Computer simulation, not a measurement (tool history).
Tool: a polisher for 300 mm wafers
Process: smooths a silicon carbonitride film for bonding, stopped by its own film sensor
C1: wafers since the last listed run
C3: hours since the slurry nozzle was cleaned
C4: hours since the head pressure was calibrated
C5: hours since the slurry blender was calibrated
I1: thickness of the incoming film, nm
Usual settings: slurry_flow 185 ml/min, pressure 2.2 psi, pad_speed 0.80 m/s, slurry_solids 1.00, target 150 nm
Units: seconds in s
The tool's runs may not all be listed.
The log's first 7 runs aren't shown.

run 8 day=8.679 | slurry_flow=185 pressure=2.2 pad_speed=0.80 slurry_solids=1.00 target=150 | C1=265 wafers_polished_on_this_pad=1782 C3=118.1 C4=59.5 C5=58.4 | I1=170.6 | seconds=92.1
run 9 day=9.271 | slurry_flow=185 pressure=1.4 pad_speed=0.80 slurry_solids=1.00 target=150 | C1=129 wafers_polished_on_this_pad=1911 C3=132.3 C4=73.7 C5=72.6 | I1=170.7 | seconds=136.9
-- day=10.383 worn pad replaced by a new one
run 10 day=10.562 | slurry_flow=185 pressure=2.2 pad_speed=0.80 slurry_solids=1.00 target=150 | C1=245 wafers_polished_on_this_pad=39 C3=163.3 C4=104.7 C5=103.6 | I1=172.2 | seconds=92.3
run 11 day=11.825 | slurry_flow=185 pressure=2.2 pad_speed=0.60 slurry_solids=0.90 target=150 | C1=275 wafers_polished_on_this_pad=314 C3=193.6 C4=135.0 C5=133.9 | I1=170.0 | seconds=112.4
run 12 day=12.621 | slurry_flow=185 pressure=1.7 pad_speed=1.08 slurry_solids=1.00 target=150 | C1=173 wafers_polished_on_this_pad=488 C3=212.7 C4=154.1 C5=153.0 | I1=171.5 | seconds=87.3
run 13 day=13.254 | slurry_flow=185 pressure=2.2 pad_speed=0.80 slurry_solids=1.25 target=150 | C1=138 wafers_polished_on_this_pad=626 C3=227.9 C4=169.3 C5=168.2 | I1=168.9 | seconds=74.3
run 14 day=14.546 | slurry_flow=185 pressure=2.2 pad_speed=0.80 slurry_solids=1.00 target=150 | C1=281 wafers_polished_on_this_pad=908 C3=258.9 C4=200.3 C5=199.2 | I1=169.5 | seconds=86.3
-- day=15.712 slurry blender recalibrated
run 15 day=15.908 | slurry_flow=185 pressure=1.8 pad_speed=1.00 slurry_solids=1.00 target=156 | C1=279 wafers_polished_on_this_pad=1187 C3=291.6 C4=233.0 C5=4.7 | I1=172.9 | seconds=73.1
run 16 day=16.667 | slurry_flow=185 pressure=2.2 pad_speed=0.80 slurry_solids=0.75 target=150 | C1=165 wafers_polished_on_this_pad=1352 C3=309.8 C4=251.2 C5=22.9 | I1=170.0 | seconds=100.9
run 17 day=17.425 | slurry_flow=185 pressure=2.2 pad_speed=0.80 slurry_solids=1.00 target=150 | C1=165 wafers_polished_on_this_pad=1518 C3=328.0 C4=269.4 C5=41.1 | I1=168.2 | seconds=85.0
run 18 day=18.158 | slurry_flow=220 pressure=2.8 pad_speed=0.80 slurry_solids=0.75 target=150 | C1=160 wafers_polished_on_this_pad=1678 C3=345.6 C4=287.0 C5=58.7 | I1=170.7 | seconds=84.4
run 19 day=18.800 | slurry_flow=185 pressure=2.2 pad_speed=0.80 slurry_solids=1.00 target=150 | C1=140 wafers_polished_on_this_pad=1818 C3=361.0 C4=302.4 C5=74.1 | I1=168.7 | seconds=85.6
-- day=19.142 worn pad replaced by a new one
run 20 day=19.317 | slurry_flow=185 pressure=2.2 pad_speed=0.80 slurry_solids=1.00 target=150 | C1=76 wafers_polished_on_this_pad=38 C3=373.4 C4=314.8 C5=86.5 | I1=173.3 | seconds=96.1
run 21 day=20.071 | slurry_flow=185 pressure=2.2 pad_speed=0.80 slurry_solids=1.00 target=153 | C1=164 wafers_polished_on_this_pad=202 C3=391.5 C4=332.9 C5=104.6 | I1=169.8 | seconds=70.4
run 22 day=20.871 | slurry_flow=170 pressure=2.2 pad_speed=0.96 slurry_solids=0.85 target=150 | C1=174 wafers_polished_on_this_pad=377 C3=410.7 C4=352.1 C5=123.8 | I1=166.7 | seconds=66.0
run 23 day=22.017 | slurry_flow=185 pressure=2.2 pad_speed=0.80 slurry_solids=1.00 target=150 | C1=250 wafers_polished_on_this_pad=627 C3=438.2 C4=379.6 C5=151.3 | I1=170.1 | seconds=83.8
run 24 day=22.821 | slurry_flow=185 pressure=2.2 pad_speed=0.80 slurry_solids=1.00 target=150 | C1=175 wafers_polished_on_this_pad=802 C3=457.5 C4=398.9 C5=170.6 | I1=170.0 | seconds=85.0
run 25 day=24.162 | slurry_flow=185 pressure=2.2 pad_speed=0.80 slurry_solids=1.15 target=150 | C1=292 wafers_polished_on_this_pad=1095 C3=489.7 C4=431.1 C5=202.8 | I1=171.3 | seconds=85.7
-- day=24.817 slurry blender recalibrated
run 26 day=25.158 | slurry_flow=225 pressure=2.2 pad_speed=0.68 slurry_solids=1.00 target=150 | C1=199 wafers_polished_on_this_pad=1294 C3=513.6 C4=455.0 C5=8.2 | I1=169.7 | seconds=97.2
run 27 day=26.250 | slurry_flow=185 pressure=2.2 pad_speed=0.80 slurry_solids=0.90 target=150 | C1=238 wafers_polished_on_this_pad=1532 C3=539.8 C4=481.2 C5=34.4 | I1=169.0 | seconds=90.0
run 28 day=27.750 | slurry_flow=185 pressure=2.2 pad_speed=0.96 slurry_solids=0.90 target=145 | C1=327 wafers_polished_on_this_pad=1860 C3=575.8 C4=517.2 C5=70.4 | I1=172.3 | seconds=111.6
run 29 day=29.221 | slurry_flow=185 pressure=2.8 pad_speed=0.66 slurry_solids=0.80 target=150 | C1=320 wafers_polished_on_this_pad=2180 C3=611.1 C4=552.5 C5=105.7 | I1=169.7 | seconds=97.4
-- day=29.900 worn pad replaced by a new one
run 30 day=29.921 | slurry_flow=185 pressure=2.8 pad_speed=1.04 slurry_solids=1.00 target=150 | C1=116 wafers_polished_on_this_pad=4 C3=627.9 C4=569.3 C5=122.5 | I1=169.8 | seconds=53.6

Forecast run 31:
run 31 day=30.279 | slurry_flow=185 pressure=2.2 pad_speed=0.96 slurry_solids=0.70 target=150 | C1=78 wafers_polished_on_this_pad=83 C3=636.5 C4=577.9 C5=131.1 | I1=170.4 | seconds=?

{"run 31": {"seconds": 85.1}}
Without the tool's hidden state the same run would have given seconds 86.3 s.
